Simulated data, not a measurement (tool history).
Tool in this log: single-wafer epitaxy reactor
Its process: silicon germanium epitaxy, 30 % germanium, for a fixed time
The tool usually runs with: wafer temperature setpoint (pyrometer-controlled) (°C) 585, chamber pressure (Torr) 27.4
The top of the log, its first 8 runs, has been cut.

run   hour  wafer temperature setpoint (pyrometer-controlled) (°C)  chamber pressure (Torr)  read-back reference wafer on the same gauge, thickness_nm  mean film thickness on the monitor wafer (Å)
  9  137.4                                                     585                     27.4                                                     53.878                                        507.81
 10  148.2                                                     585                     27.4                                                     53.861                                        503.71
 11  154.7                                                     585                     27.4                                                     53.928                                        505.95
 12  175.4                                                     585                     23.5                                                     53.914                                        483.78
 13  188.8                                                     576                     24.3                                                     53.989                                        424.39
 14  202.4                                                     598                       33                                                       53.9                                        681.76
 15  210.5                                                     572                     32.6                                                     54.008                                        435.42
 16  218.7                                                     593                     23.2                                                     53.867                                        556.14
 17  231.7                                                     594                     25.2                                                     53.905                                        583.16
 18  239.9                                                     574                     23.2                                                     53.926                                        406.22
 19  247.6                                                     585                     29.3                                                     53.955                                        534.17
 20  255.7                                                     596                     24.3                                                     53.935                                        595.31
 21  265.7                                                     585                     27.4                                                     53.918                                        519.91
     289.2  -- showerhead replaced
 22  289.7                                                     571                     33.1                                                     53.851                                        438.78
     289.9  -- gauge calibrated
 23    290                                                     591                     27.4                                                     53.874                                        580.88
 24  302.4                                                     599                     30.2                                                     53.821                                        685.52
 25  333.5                                                     593                     27.4                                                     53.898                                        603.37
 26  351.3                                                     585                     27.4                                                     53.937                                        523.19
 27  366.2                                                     580                     30.2                                                     53.988                                        500.58

The next listed run, before its measurement:
 28  372.6                                                     589                     21.7                                                          ?                                             ?

read-back reference wafer on the same gauge, thickness_nm: 53.911
mean film thickness on the monitor wafer (Å): 520.41
With the hidden condition absent and the run-to-run variation left alone, this run would have shown mean film thickness on the monitor wafer (Å) 496.54.

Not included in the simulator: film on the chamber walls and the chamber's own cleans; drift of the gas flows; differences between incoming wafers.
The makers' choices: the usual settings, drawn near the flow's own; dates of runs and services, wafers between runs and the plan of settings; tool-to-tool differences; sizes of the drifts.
